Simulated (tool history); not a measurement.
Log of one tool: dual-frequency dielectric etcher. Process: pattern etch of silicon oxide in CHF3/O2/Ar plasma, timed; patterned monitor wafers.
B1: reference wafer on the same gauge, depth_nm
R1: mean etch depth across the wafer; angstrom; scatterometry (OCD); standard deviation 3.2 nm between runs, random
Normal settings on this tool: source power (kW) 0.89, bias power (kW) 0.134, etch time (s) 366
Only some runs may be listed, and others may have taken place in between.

{"run": 1, "hour": 0.0, "source power (kW)": 0.89, "bias power (kW)": 0.134, "etch time (s)": 366, "B1": 589.6, "R1": 7180}
{"run": 2, "hour": 89.9, "source power (kW)": 0.89, "bias power (kW)": 0.134, "etch time (s)": 366, "B1": 589, "R1": 7190}
{"run": 3, "hour": 164.7, "source power (kW)": 0.89, "bias power (kW)": 0.119, "etch time (s)": 399, "B1": 589.4, "R1": 7602}
{"run": 4, "hour": 271.0, "source power (kW)": 0.89, "bias power (kW)": 0.119, "etch time (s)": 399, "B1": 589.4, "R1": 7712}
{"run": 5, "hour": 377.1, "source power (kW)": 0.89, "bias power (kW)": 0.119, "etch time (s)": 399, "B1": 589.6, "R1": 7817}
{"run": 6, "hour": 452.6, "source power (kW)": 0.98, "bias power (kW)": 0.134, "etch time (s)": 366, "B1": 589.7, "R1": 7583}
{"run": 7, "hour": 527.8, "source power (kW)": 0.98, "bias power (kW)": 0.134, "etch time (s)": 366, "B1": 589.7, "R1": 7175}
{"run": 8, "hour": 846.4, "source power (kW)": 0.98, "bias power (kW)": 0.134, "etch time (s)": 366, "B1": 590.1, "R1": 7410}
{"run": 9, "hour": 884.8, "source power (kW)": 0.89, "bias power (kW)": 0.134, "etch time (s)": 366, "B1": 589.3, "R1": 7196}
{"run": 10, "hour": 949.0, "source power (kW)": 0.89, "bias power (kW)": 0.134, "etch time (s)": 366, "B1": 590.2, "R1": 7231}
{"run": 11, "hour": 1015.7, "source power (kW)": 0.8, "bias power (kW)": 0.125, "etch time (s)": 366, "B1": 591.2, "R1": 6923}
{"run": 12, "hour": 1100.0, "source power (kW)": 0.89, "bias power (kW)": 0.134, "etch time (s)": 366, "B1": 590.4, "R1": 7341}
{"run": 13, "hour": 1189.8, "source power (kW)": 0.89, "bias power (kW)": 0.134, "etch time (s)": 366, "B1": 589.9, "R1": 6984}
{"run": 14, "hour": 1292.4, "source power (kW)": 1.07, "bias power (kW)": 0.105, "etch time (s)": 405.5, "B1": 590.2, "R1": 7642}
{"run": 15, "hour": 1331.2, "source power (kW)": 0.89, "bias power (kW)": 0.134, "etch time (s)": 366, "B1": 589.6, "R1": 7132}
{"run": 16, "hour": 1368.4, "source power (kW)": 0.99, "bias power (kW)": 0.134, "etch time (s)": 256.5, "B1": 589.8, "R1": 5158}
{"run": 17, "hour": 1406.5, "source power (kW)": 0.89, "bias power (kW)": 0.116, "etch time (s)": 366, "B1": 589.4, "R1": 6822}
{"run": 18, "hour": 1505.6, "source power (kW)": 0.89, "bias power (kW)": 0.147, "etch time (s)": 429, "B1": 589.6, "R1": 8717}
{"run": 19, "hour": 1545.5, "source power (kW)": 0.81, "bias power (kW)": 0.152, "etch time (s)": 279.5, "B1": 589.6, "R1": 5635}
{"run": 20, "hour": 1637.2, "source power (kW)": 0.71, "bias power (kW)": 0.164, "etch time (s)": 473.5, "B1": 588.8, "R1": 9518}
{"run": 21, "hour": 1698.9, "source power (kW)": 0.89, "bias power (kW)": 0.134, "etch time (s)": 366, "B1": 589.8, "R1": 7344}
{"run": 22, "hour": 1746.2, "source power (kW)": 0.82, "bias power (kW)": 0.147, "etch time (s)": 366, "B1": 590.1, "R1": 7428}
{"run": 23, "hour": 1814.4, "source power (kW)": 0.98, "bias power (kW)": 0.112, "etch time (s)": 299.5, "B1": 589.4, "R1": 5846}
{"run": 24, "hour": 1855.4, "source power (kW)": 0.89, "bias power (kW)": 0.134, "etch time (s)": 366, "B1": 589.7, "R1": 7070}
{"run": 25, "hour": 1927.2, "source power (kW)": 1, "bias power (kW)": 0.107, "etch time (s)": 266.5, "B1": 589.5, "R1": 5002}
{"run": 26, "hour": 2013.0, "source power (kW)": 0.97, "bias power (kW)": 0.143, "etch time (s)": 366, "B1": 589.7, "R1": 7477}
{"run": 27, "hour": 2069.5, "source power (kW)": 0.89, "bias power (kW)": 0.134, "etch time (s)": 366, "B1": 590.9, "R1": 7208}
{"run": 28, "hour": 2163.9, "source power (kW)": 0.78, "bias power (kW)": 0.143, "etch time (s)": 434.5, "B1": 589.2, "R1": 8457}
{"run": 29, "hour": 2257.3, "source power (kW)": 1.05, "bias power (kW)": 0.134, "etch time (s)": 366, "B1": 589.7, "R1": 7627}
{"run": 30, "hour": 2350.2, "source power (kW)": 0.89, "bias power (kW)": 0.134, "etch time (s)": 366, "B1": 589.8, "R1": 7355}

Taken out of this log: 7 entries between the listed runs. Where each belongs, and how the hidden state differs across it:
Logged between run 4 and run 5: source power generator calibrated (hour 310.5)
  etch rate over this chamber's usual, %: 4.68 -> 5.58
  the result without the hidden state subtracted from the measured one, R1: +345 -> +412 angstrom
Logged between run 6 and run 7: wet clean of the chamber (hour 508.9)
  etch rate over this chamber's usual, %: 6.22 -> -0.488
  the result without the hidden state subtracted from the measured one, R1: +444 -> -35 angstrom
Logged between run 7 and run 8: upper electrode replaced (hour 664.3)
  etch rate over this chamber's usual, %: -0.488 -> 2.2
  the result without the hidden state subtracted from the measured one, R1: -35 -> +160 angstrom
Logged between run 11 and run 12: gauge calibrated (hour 1043.9); bias power generator calibrated (hour 1099.5)
  etch rate over this chamber's usual, %: 3.63 -> 4.35
  the result without the hidden state subtracted from the measured one, R1: +242 -> +306 angstrom
Logged between run 12 and run 13: wet clean of the chamber (hour 1127.2)
  etch rate over this chamber's usual, %: 4.35 -> 0.348
  the result without the hidden state subtracted from the measured one, R1: +306 -> +25 angstrom
Logged between run 23 and run 24: wet clean of the chamber (hour 1846.8)
  etch rate over this chamber's usual, %: 5.63 -> 0.733
  the result without the hidden state subtracted from the measured one, R1: +311 -> +51 angstrom

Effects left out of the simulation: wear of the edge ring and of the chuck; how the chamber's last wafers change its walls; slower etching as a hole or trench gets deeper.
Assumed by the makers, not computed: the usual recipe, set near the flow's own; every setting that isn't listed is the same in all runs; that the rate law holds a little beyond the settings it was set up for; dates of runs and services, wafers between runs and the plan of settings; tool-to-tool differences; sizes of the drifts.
